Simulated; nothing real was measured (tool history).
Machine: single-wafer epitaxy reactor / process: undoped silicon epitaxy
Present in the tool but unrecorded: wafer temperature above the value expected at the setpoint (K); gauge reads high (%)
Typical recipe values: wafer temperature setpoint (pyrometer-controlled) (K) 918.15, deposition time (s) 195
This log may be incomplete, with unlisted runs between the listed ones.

run,hour,wafer temperature setpoint (pyrometer-controlled) (K),deposition time (s),wafers since the last listed run,hours since the last pyrometer calibration,hours since the gauge calibration,"read-back reference wafer on the same gauge, thickness_nm",mean film thickness on the monitor wafer (Å)
1,0,918.15,195,0,2650.4,100.3,32.758,336.5
2,9.9,918.15,195,94,2660.3,110.2,32.813,338.23
3,20.2,918.15,166,98,2670.6,120.5,32.795,288.02
4,28.9,918.15,195,82,2679.3,129.2,32.789,336.48
5,44.1,918.15,195,144,2694.5,144.4,32.806,337.21
6,61.8,918.15,195,168,2712.2,162.1,32.796,338.29
7,75.7,918.15,195,132,2726.1,176,32.763,338.48
8,88.5,918.15,195,121,2738.9,188.8,32.792,337.31
9,95.2,918.15,195,63,2745.6,195.5,32.778,339.37
10,110.3,922.15,232,143,2760.7,210.6,32.802,443.32
# hour 122.4: pyrometer calibrated
11,122.9,918.15,195,43,0.5,223.2,32.767,288.58
# hour 124.5: gauge calibrated
12,137.6,913.15,216,140,15.2,13.1,32.823,280.84
13,155.1,923.15,170,166,32.7,30.6,32.802,285.49
14,162.7,926.15,225,72,40.3,38.2,32.8,406.77
15,178.3,918.15,207,148,55.9,53.8,32.797,307.97
16,185.9,923.15,172,72,63.5,61.4,32.809,288.41
17,202.3,918.15,195,156,79.9,77.8,32.785,288.4
18,213,918.15,223,101,90.6,88.5,32.791,330.92
19,225.9,927.15,227,122,103.5,101.4,32.81,422.66

What if the next run were any one of these 3? Each begins from the tool's condition after run 19:
A,226.4,918.15,195,4,104,101.9,?,?
B,226.4,923.15,158,4,104,101.9,?,?
C,226.4,914.15,178,4,104,101.9,?,?

run,"read-back reference wafer on the same gauge, thickness_nm",mean film thickness on the monitor wafer (Å)
A,32.803,290.82
B,32.803,266.96
C,32.803,239.97
Take away the tool's hidden state, keep each run's random variation, and the runs would have read:
run,mean film thickness on the monitor wafer (Å)
A,291.59
B,267.66
C,240.61
